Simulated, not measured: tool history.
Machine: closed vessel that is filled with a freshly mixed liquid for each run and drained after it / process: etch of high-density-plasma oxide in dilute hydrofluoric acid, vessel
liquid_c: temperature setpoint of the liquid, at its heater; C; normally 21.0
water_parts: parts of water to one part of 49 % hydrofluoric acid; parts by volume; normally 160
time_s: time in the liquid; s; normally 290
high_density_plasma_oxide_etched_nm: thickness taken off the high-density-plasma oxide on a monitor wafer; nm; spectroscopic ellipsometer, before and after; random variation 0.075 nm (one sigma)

run   hour  liquid_c  water_parts  time_s  read-back film thickness of the high-density-plasma oxide reference wafer, read on the same gauge (nm)  high_density_plasma_oxide_etched_nm
  1    0.0      19.5          160     185                                                                                                   70.02                                 5.24
  2  315.1      19.5          160     185                                                                                                   70.00                                 5.20
  3  353.0      21.0          160     290                                                                                                   70.02                                 8.67
  4  658.7      21.0          160     290                                                                                                   70.00                                 8.37
     690.4  -- thermometer replaced
  5  762.5      21.0          160     290                                                                                                   70.01                                 8.34
  6  806.4      21.0          185     290                                                                                                   69.97                                 7.03
  7  849.7      21.0          160     290                                                                                                   69.99                                 8.37
  8  899.7      21.0          160     290                                                                                                   69.98                                 8.39
  9  983.8      21.0          160     290                                                                                                   70.03                                 8.28

Estimate the outcome of run 10 from the log above:
     1014.4  -- gauge calibrated
 10  1079.4      21.0          160     335                                                                                                       ?                                    ?

Run 10 measured read-back film thickness of the high-density-plasma oxide reference wafer, read on the same gauge (nm) 70.02, high_density_plasma_oxide_etched_nm 9.29 nm.
Had the tool carried no hidden state, the very same run would have given high_density_plasma_oxide_etched_nm 9.99 nm.
